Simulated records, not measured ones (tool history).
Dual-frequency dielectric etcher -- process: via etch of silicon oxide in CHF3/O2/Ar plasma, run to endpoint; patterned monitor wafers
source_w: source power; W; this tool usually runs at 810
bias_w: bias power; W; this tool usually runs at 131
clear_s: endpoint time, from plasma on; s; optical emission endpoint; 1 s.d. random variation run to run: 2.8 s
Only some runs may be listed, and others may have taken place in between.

run   hour  source_w  bias_w  wafers since the last listed run  hours since the last wet clean  hours since the last source power generator calibration  hours since the last bias power generator calibration  hours since the last upper electrode change  incoming incoming film thickness, nm  clear_s
  1    0.0       930     131                                 0                           178.4                                                   4569.3                                                 4802.4                                       4871.8                                 648.6    339.7
  2   16.1       930     131                                90                           194.5                                                   4585.4                                                 4818.5                                       4887.9                                 658.3    350.7
  3   29.6       930     131                                75                           208.0                                                   4598.9                                                 4832.0                                       4901.4                                 644.5    341.0
  4   57.3       890     131                               155                           235.7                                                   4626.6                                                 4859.7                                       4929.1                                 647.1    350.8
  5   77.9       890     131                               115                           256.3                                                   4647.2                                                 4880.3                                       4949.7                                 642.0    341.3
  6   95.6       740     146                                99                           274.0                                                   4664.9                                                 4898.0                                       4967.4                                 646.2    358.0
  7  173.2       740     146                               436                           351.6                                                   4742.5                                                 4975.6                                       5045.0                                 646.1    359.2
  8  187.0       960     131                                77                           365.4                                                   4756.3                                                 4989.4                                       5058.8                                 652.8    354.4
  9  210.2       960     131                               130                           388.6                                                   4779.5                                                 5012.6                                       5082.0                                 657.1    350.9
 10  244.2       960     131                               191                           422.6                                                   4813.5                                                 5046.6                                       5116.0                                 650.1    353.8
     252.9  -- source power generator calibrated
 11  264.7       810     131                                92                           443.1                                                     11.8                                                 5067.1                                       5136.5                                 646.8    367.6
     300.5  -- wet clean of the chamber
     323.1  -- upper electrode replaced
     325.5  -- bias power generator calibrated
 12  331.1       910      99                                97                            30.6                                                     78.2                                                    5.6                                          8.0                                 648.6    366.3
 13  349.7       810     131                               104                            49.2                                                     96.8                                                   24.2                                         26.6                                 642.5    350.4
 14  370.9       760     118                               119                            70.4                                                    118.0                                                   45.4                                         47.8                                 644.7    369.4
 15  404.3       930      99                               187                           103.8                                                    151.4                                                   78.8                                         81.2                                 651.5    365.3
 16  430.3       650     103                               146                           129.8                                                    177.4                                                  104.8                                        107.2                                 649.9    407.2
 17  523.2       950     140                               522                           222.7                                                    270.3                                                  197.7                                        200.1                                 648.2    338.1
 18  555.6       950     105                               182                           255.1                                                    302.7                                                  230.1                                        232.5                                 646.6    363.2
 19  588.0       810     131                               182                           287.5                                                    335.1                                                  262.5                                        264.9                                 651.3    361.0
 20  622.3       970     131                               192                           321.8                                                    369.4                                                  296.8                                        299.2                                 646.8    342.6
 21  639.8       630     160                                98                           339.3                                                    386.9                                                  314.3                                        316.7                                 646.0    363.4
 22  663.0      1000     131                               130                           362.5                                                    410.1                                                  337.5                                        339.9                                 651.8    345.3

Forecast each of these 5 alternatives for the next run:
  A  663.5       810     131                                 2                           363.0                                                    410.6                                                  338.0                                        340.4                                 646.5        ?
  B  663.5       810     120                                 2                           363.0                                                    410.6                                                  338.0                                        340.4                                 646.5        ?
  C  663.5       660     114                                 2                           363.0                                                    410.6                                                  338.0                                        340.4                                 646.5        ?
  D  663.5       740     162                                 2                           363.0                                                    410.6                                                  338.0                                        340.4                                 646.5        ?
  E  663.5       810     163                                 2                           363.0                                                    410.6                                                  338.0                                        340.4                                 646.5        ?

run  clear_s
  A    366.1
  B    375.5
  C    402.4
  D    351.6
  E    342.6
Stripped of hidden state, with their random variation kept, the same runs would have yielded:
run  clear_s
  A    350.5
  B    359.6
  C    385.3
  D    336.7
  E    328.1
